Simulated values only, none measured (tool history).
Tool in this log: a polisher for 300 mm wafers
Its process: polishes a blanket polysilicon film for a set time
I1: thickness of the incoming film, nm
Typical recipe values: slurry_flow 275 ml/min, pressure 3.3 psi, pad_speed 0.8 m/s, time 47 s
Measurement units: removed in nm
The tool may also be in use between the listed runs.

{"run": 1, "hour": 0.0, "slurry_flow": 275, "pressure": 3.3, "pad_speed": 0.98, "time": 47, "I1": 1567.3, "removed": 442.2}
{"hour": 15.3, "done": "worn pad replaced by a new one"}
{"run": 2, "hour": 15.8, "slurry_flow": 275, "pressure": 3.3, "pad_speed": 0.98, "time": 47, "I1": 1582.2, "removed": 435.8}
{"run": 3, "hour": 24.8, "slurry_flow": 275, "pressure": 3.3, "pad_speed": 0.8, "time": 47, "I1": 1615.7, "removed": 386.8}
{"run": 4, "hour": 40.5, "slurry_flow": 275, "pressure": 3.3, "pad_speed": 0.8, "time": 47, "I1": 1583.6, "removed": 388.1}
{"run": 5, "hour": 51.2, "slurry_flow": 275, "pressure": 3.3, "pad_speed": 0.8, "time": 47, "I1": 1584.2, "removed": 385.3}
{"run": 6, "hour": 59.7, "slurry_flow": 340, "pressure": 3.3, "pad_speed": 0.98, "time": 47, "I1": 1593.3, "removed": 456.5}
{"run": 7, "hour": 67.0, "slurry_flow": 340, "pressure": 3.3, "pad_speed": 0.98, "time": 47, "I1": 1567, "removed": 453.9}
{"run": 8, "hour": 76.9, "slurry_flow": 340, "pressure": 3.3, "pad_speed": 0.98, "time": 47, "I1": 1573.3, "removed": 458.9}
{"run": 9, "hour": 87.6, "slurry_flow": 275, "pressure": 3, "pad_speed": 0.8, "time": 47, "I1": 1605.9, "removed": 355.8}
{"run": 10, "hour": 100.1, "slurry_flow": 275, "pressure": 3, "pad_speed": 0.8, "time": 47, "I1": 1579.3, "removed": 354.1}
{"run": 11, "hour": 108.7, "slurry_flow": 275, "pressure": 3, "pad_speed": 0.8, "time": 47, "I1": 1573.6, "removed": 354.9}
{"run": 12, "hour": 124.2, "slurry_flow": 275, "pressure": 3.3, "pad_speed": 0.8, "time": 47, "I1": 1598.1, "removed": 378.8}
{"hour": 135.9, "done": "slurry nozzle cleaned"}
{"run": 13, "hour": 141.5, "slurry_flow": 275, "pressure": 3.3, "pad_speed": 0.8, "time": 47, "I1": 1564.6, "removed": 417.3}
{"run": 14, "hour": 148.7, "slurry_flow": 275, "pressure": 3.3, "pad_speed": 0.8, "time": 47, "I1": 1617.1, "removed": 414.3}
{"hour": 161.9, "done": "head pressure recalibrated"}
{"run": 15, "hour": 181.4, "slurry_flow": 275, "pressure": 3.3, "pad_speed": 0.8, "time": 47, "I1": 1565.5, "removed": 383}
{"hour": 187.1, "done": "worn pad replaced by a new one"}
{"run": 16, "hour": 190.1, "slurry_flow": 275, "pressure": 2.2, "pad_speed": 0.8, "time": 47, "I1": 1601.7, "removed": 279.8}
{"run": 17, "hour": 204.4, "slurry_flow": 275, "pressure": 3.3, "pad_speed": 0.8, "time": 47, "I1": 1601.6, "removed": 385.2}
{"run": 18, "hour": 213.3, "slurry_flow": 345, "pressure": 3.3, "pad_speed": 0.8, "time": 57, "I1": 1603.2, "removed": 477.8}
{"run": 19, "hour": 224.8, "slurry_flow": 275, "pressure": 3.3, "pad_speed": 0.58, "time": 47, "I1": 1592.4, "removed": 317.9}
{"run": 20, "hour": 234.7, "slurry_flow": 210, "pressure": 3.3, "pad_speed": 0.8, "time": 47, "I1": 1594.7, "removed": 368.5}
{"run": 21, "hour": 250.1, "slurry_flow": 275, "pressure": 3.3, "pad_speed": 0.52, "time": 47, "I1": 1595.2, "removed": 298.6}
{"run": 22, "hour": 261.1, "slurry_flow": 315, "pressure": 2.3, "pad_speed": 0.6, "time": 57, "I1": 1588.3, "removed": 304.4}
{"run": 23, "hour": 269.9, "slurry_flow": 345, "pressure": 2.1, "pad_speed": 0.8, "time": 53, "I1": 1595.5, "removed": 317.7}
{"run": 24, "hour": 285.3, "slurry_flow": 275, "pressure": 3.3, "pad_speed": 0.8, "time": 47, "I1": 1582.8, "removed": 383.9}
{"run": 25, "hour": 297.3, "slurry_flow": 275, "pressure": 3.3, "pad_speed": 0.8, "time": 47, "I1": 1607.7, "removed": 379.8}
{"run": 26, "hour": 313.3, "slurry_flow": 300, "pressure": 3.3, "pad_speed": 0.6, "time": 56, "I1": 1620.1, "removed": 385}
{"run": 27, "hour": 319.7, "slurry_flow": 275, "pressure": 4.2, "pad_speed": 0.8, "time": 47, "I1": 1616, "removed": 463}
{"run": 28, "hour": 334.9, "slurry_flow": 275, "pressure": 3.3, "pad_speed": 0.8, "time": 47, "I1": 1595.7, "removed": 381.9}
{"run": 29, "hour": 344.1, "slurry_flow": 220, "pressure": 2.4, "pad_speed": 0.7, "time": 61, "I1": 1590.5, "removed": 350.8}

Pick out some run-to-run changes in removed. Of each, how much would a tool without hidden state show as well, from the settings, what came in and chance, and how much is left for the hidden state and any gauge scatter not in both results compared?
Hidden state present: removal rate lost through wear of the pad, %; slurry flow missing at the pad, %; deviation of the head's pressure from its setpoint, %.
Run 12 -> 13: slurry nozzle cleaned. removed +38.5 nm: hidden state +35.3, all else +3.2.
Run 14 -> 15: head pressure recalibrated. removed -31.3 nm: hidden state -30.2, all else -1.1.
Run 16 -> 17: pressure 2.2 -> 3.3. removed +105.4 nm: hidden state -0.3, all else +105.7.
Run 18 -> 19: slurry_flow 345 -> 275, pad_speed 0.8 -> 0.58, time 57 -> 47. removed -159.9 nm: hidden state +0, all else -159.9.
